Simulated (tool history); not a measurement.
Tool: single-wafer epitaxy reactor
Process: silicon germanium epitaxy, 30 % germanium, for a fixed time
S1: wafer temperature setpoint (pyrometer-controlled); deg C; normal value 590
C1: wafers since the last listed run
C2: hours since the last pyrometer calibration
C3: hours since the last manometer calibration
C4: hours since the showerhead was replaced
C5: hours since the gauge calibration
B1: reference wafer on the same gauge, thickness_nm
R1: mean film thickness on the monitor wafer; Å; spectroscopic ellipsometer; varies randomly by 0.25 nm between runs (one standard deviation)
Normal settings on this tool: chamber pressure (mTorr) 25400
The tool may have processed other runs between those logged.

run 1 hour=0.0 | S1=584 chamber_pressure_(mTorr)=27500 | C1=0 C2=1156.9 C3=1225.6 C4=5861.6 C5=241.8 | B1=48.231 | R1=481.65
run 2 hour=16.6 | S1=584 chamber_pressure_(mTorr)=27500 | C1=162 C2=1173.5 C3=1242.2 C4=5878.2 C5=258.4 | B1=48.173 | R1=480.84
run 3 hour=33.9 | S1=584 chamber_pressure_(mTorr)=27500 | C1=169 C2=1190.8 C3=1259.5 C4=5895.5 C5=275.7 | B1=48.211 | R1=480.14
run 4 hour=46.2 | S1=590 chamber_pressure_(mTorr)=28400 | C1=120 C2=1203.1 C3=1271.8 C4=5907.8 C5=288.0 | B1=48.212 | R1=538.60
run 5 hour=78.6 | S1=590 chamber_pressure_(mTorr)=28400 | C1=316 C2=1235.5 C3=1304.2 C4=5940.2 C5=320.4 | B1=48.149 | R1=538.85
run 6 hour=91.3 | S1=590 chamber_pressure_(mTorr)=28400 | C1=124 C2=1248.2 C3=1316.9 C4=5952.9 C5=333.1 | B1=48.187 | R1=537.96
run 7 hour=112.1 | S1=590 chamber_pressure_(mTorr)=25400 | C1=203 C2=1269.0 C3=1337.7 C4=5973.7 C5=353.9 | B1=48.251 | R1=517.71
run 8 hour=140.8 | S1=590 chamber_pressure_(mTorr)=25400 | C1=280 C2=1297.7 C3=1366.4 C4=6002.4 C5=382.6 | B1=48.167 | R1=514.93
run 9 hour=172.4 | S1=590 chamber_pressure_(mTorr)=25400 | C1=308 C2=1329.3 C3=1398.0 C4=6034.0 C5=414.2 | B1=48.165 | R1=517.71
run 10 hour=192.9 | S1=590 chamber_pressure_(mTorr)=25400 | C1=200 C2=1349.8 C3=1418.5 C4=6054.5 C5=434.7 | B1=48.261 | R1=510.02
run 11 hour=219.1 | S1=590 chamber_pressure_(mTorr)=25400 | C1=256 C2=1376.0 C3=1444.7 C4=6080.7 C5=460.9 | B1=48.258 | R1=514.31
run 12 hour=241.7 | S1=590 chamber_pressure_(mTorr)=25400 | C1=220 C2=1398.6 C3=1467.3 C4=6103.3 C5=483.5 | B1=48.183 | R1=511.77
-- hour=255.6 showerhead replaced
-- hour=263.5 capacitance manometer re-zeroed and calibrated
run 13 hour=272.4 | S1=578 chamber_pressure_(mTorr)=22000 | C1=144 C2=1429.3 C3=8.9 C4=16.8 C5=514.2 | B1=48.253 | R1=399.28
run 14 hour=290.0 | S1=584 chamber_pressure_(mTorr)=27500 | C1=172 C2=1446.9 C3=26.5 C4=34.4 C5=531.8 | B1=48.202 | R1=478.82
-- hour=304.9 pyrometer calibrated
run 15 hour=308.6 | S1=590 chamber_pressure_(mTorr)=25400 | C1=103 C2=3.7 C3=45.1 C4=53.0 C5=550.4 | B1=48.223 | R1=512.52
-- hour=320.6 gauge calibrated
run 16 hour=329.9 | S1=590 chamber_pressure_(mTorr)=25400 | C1=208 C2=25.0 C3=66.4 C4=74.3 C5=9.3 | B1=48.187 | R1=513.76
run 17 hour=355.3 | S1=597 chamber_pressure_(mTorr)=21900 | C1=248 C2=50.4 C3=91.8 C4=99.7 C5=34.7 | B1=48.265 | R1=545.88
run 18 hour=374.7 | S1=585 chamber_pressure_(mTorr)=29400 | C1=189 C2=69.8 C3=111.2 C4=119.1 C5=54.1 | B1=48.282 | R1=501.40
run 19 hour=406.4 | S1=583 chamber_pressure_(mTorr)=21700 | C1=309 C2=101.5 C3=142.9 C4=150.8 C5=85.8 | B1=48.251 | R1=436.13
run 20 hour=429.1 | S1=585 chamber_pressure_(mTorr)=29200 | C1=221 C2=124.2 C3=165.6 C4=173.5 C5=108.5 | B1=48.178 | R1=497.89
run 21 hour=456.5 | S1=600 chamber_pressure_(mTorr)=21000 | C1=267 C2=151.6 C3=193.0 C4=200.9 C5=135.9 | B1=48.227 | R1=566.03
run 22 hour=484.9 | S1=581 chamber_pressure_(mTorr)=19500 | C1=277 C2=180.0 C3=221.4 C4=229.3 C5=164.3 | B1=48.137 | R1=402.58
run 23 hour=516.2 | S1=590 chamber_pressure_(mTorr)=19200 | C1=306 C2=211.3 C3=252.7 C4=260.6 C5=195.6 | B1=48.204 | R1=472.11
run 24 hour=541.3 | S1=584 chamber_pressure_(mTorr)=21100 | C1=245 C2=236.4 C3=277.8 C4=285.7 C5=220.7 | B1=48.207 | R1=434.74

Below are 4 alternative next runs, each starting from the tool's condition after run 24. Predict each:
run A hour=541.7 | S1=590 chamber_pressure_(mTorr)=25400 | C1=3 C2=236.8 C3=278.2 C4=286.1 C5=221.1 | B1=? | R1=?
run B hour=541.7 | S1=599 chamber_pressure_(mTorr)=23100 | C1=3 C2=236.8 C3=278.2 C4=286.1 C5=221.1 | B1=? | R1=?
run C hour=541.7 | S1=590 chamber_pressure_(mTorr)=21300 | C1=3 C2=236.8 C3=278.2 C4=286.1 C5=221.1 | B1=? | R1=?
run D hour=541.7 | S1=575 chamber_pressure_(mTorr)=21000 | C1=3 C2=236.8 C3=278.2 C4=286.1 C5=221.1 | B1=? | R1=?

run=A B1=48.164 R1=514.82
run=B B1=48.164 R1=578.83
run=C B1=48.164 R1=484.12
run=D B1=48.164 R1=372.48
With the hidden condition removed and each run's random variation left untouched, the same runs would have given:
run=A R1=514.82
run=B R1=578.83
run=C R1=484.12
run=D R1=372.48
